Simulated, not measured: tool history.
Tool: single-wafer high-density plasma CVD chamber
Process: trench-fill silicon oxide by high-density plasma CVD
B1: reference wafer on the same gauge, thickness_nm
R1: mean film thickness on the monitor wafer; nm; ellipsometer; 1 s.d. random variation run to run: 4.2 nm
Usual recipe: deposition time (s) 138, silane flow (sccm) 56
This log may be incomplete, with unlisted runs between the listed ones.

run 1 hour=0.0 | deposition_time_(s)=138 silane_flow_(sccm)=56 | B1=780.715 | R1=738.078
run 2 hour=288.9 | deposition_time_(s)=138 silane_flow_(sccm)=56 | B1=780.382 | R1=738.592
run 3 hour=328.3 | deposition_time_(s)=138 silane_flow_(sccm)=50 | B1=778.928 | R1=661.878
run 4 hour=379.5 | deposition_time_(s)=138 silane_flow_(sccm)=50 | B1=779.037 | R1=675.639
run 5 hour=467.0 | deposition_time_(s)=138 silane_flow_(sccm)=50 | B1=779.061 | R1=672.208
run 6 hour=503.9 | deposition_time_(s)=138 silane_flow_(sccm)=51 | B1=777.714 | R1=682.324
run 7 hour=607.9 | deposition_time_(s)=138 silane_flow_(sccm)=56 | B1=779.390 | R1=749.990
run 8 hour=684.8 | deposition_time_(s)=138 silane_flow_(sccm)=56 | B1=777.412 | R1=747.622
run 9 hour=746.4 | deposition_time_(s)=138 silane_flow_(sccm)=56 | B1=778.793 | R1=743.648
run 10 hour=818.8 | deposition_time_(s)=138 silane_flow_(sccm)=56 | B1=779.641 | R1=748.507
run 11 hour=1008.7 | deposition_time_(s)=138 silane_flow_(sccm)=49 | B1=778.971 | R1=661.373
run 12 hour=1110.1 | deposition_time_(s)=138 silane_flow_(sccm)=49 | B1=780.830 | R1=668.040
run 13 hour=1171.0 | deposition_time_(s)=138 silane_flow_(sccm)=49 | B1=778.451 | R1=672.961
-- hour=1221.6 gauge calibrated
run 14 hour=1236.9 | deposition_time_(s)=138 silane_flow_(sccm)=56 | B1=779.095 | R1=749.937
run 15 hour=1341.1 | deposition_time_(s)=138 silane_flow_(sccm)=56 | B1=778.630 | R1=757.553
run 16 hour=1397.8 | deposition_time_(s)=138 silane_flow_(sccm)=56 | B1=778.518 | R1=751.533
run 17 hour=1494.0 | deposition_time_(s)=151 silane_flow_(sccm)=56 | B1=777.531 | R1=831.306
-- hour=1545.9 silane flow controller replaced
run 18 hour=1572.6 | deposition_time_(s)=164 silane_flow_(sccm)=65 | B1=777.913 | R1=1004.176
run 19 hour=1652.4 | deposition_time_(s)=138 silane_flow_(sccm)=56 | B1=778.980 | R1=728.803
run 20 hour=1725.9 | deposition_time_(s)=127 silane_flow_(sccm)=51 | B1=779.194 | R1=620.938
run 21 hour=1795.5 | deposition_time_(s)=147 silane_flow_(sccm)=56 | B1=780.954 | R1=783.967
run 22 hour=1887.0 | deposition_time_(s)=151 silane_flow_(sccm)=47 | B1=778.570 | R1=688.773
run 23 hour=1989.8 | deposition_time_(s)=138 silane_flow_(sccm)=56 | B1=779.726 | R1=741.063
run 24 hour=2081.2 | deposition_time_(s)=149 silane_flow_(sccm)=56 | B1=778.260 | R1=795.890
run 25 hour=2125.5 | deposition_time_(s)=128 silane_flow_(sccm)=56 | B1=777.973 | R1=688.267
run 26 hour=2208.0 | deposition_time_(s)=161 silane_flow_(sccm)=56 | B1=778.899 | R1=850.050
run 27 hour=2307.5 | deposition_time_(s)=153 silane_flow_(sccm)=46 | B1=779.644 | R1=688.704
run 28 hour=2463.2 | deposition_time_(s)=138 silane_flow_(sccm)=61 | B1=780.614 | R1=798.583
run 29 hour=2544.5 | deposition_time_(s)=157 silane_flow_(sccm)=61 | B1=779.515 | R1=912.593
run 30 hour=2639.0 | deposition_time_(s)=138 silane_flow_(sccm)=60 | B1=778.233 | R1=788.150
run 31 hour=2690.1 | deposition_time_(s)=160 silane_flow_(sccm)=50 | B1=780.425 | R1=771.858
run 32 hour=2768.5 | deposition_time_(s)=138 silane_flow_(sccm)=56 | B1=778.804 | R1=735.620

What if the next run were any one of these 4? Each begins from the tool's condition after run 32:
run A hour=2768.9 | deposition_time_(s)=138 silane_flow_(sccm)=64 | B1=? | R1=?
run B hour=2768.9 | deposition_time_(s)=163 silane_flow_(sccm)=66 | B1=? | R1=?
run C hour=2768.9 | deposition_time_(s)=138 silane_flow_(sccm)=66 | B1=? | R1=?
run D hour=2768.9 | deposition_time_(s)=155 silane_flow_(sccm)=48 | B1=? | R1=?

run=A B1=780.586 R1=830.609
run=B B1=780.586 R1=1009.055
run=C B1=780.586 R1=854.292
run=D B1=780.586 R1=720.133
What these runs would have given with no unlogged condition in the tool:
run=A R1=819.258
run=B R1=995.265
run=C R1=842.617
run=D R1=710.291

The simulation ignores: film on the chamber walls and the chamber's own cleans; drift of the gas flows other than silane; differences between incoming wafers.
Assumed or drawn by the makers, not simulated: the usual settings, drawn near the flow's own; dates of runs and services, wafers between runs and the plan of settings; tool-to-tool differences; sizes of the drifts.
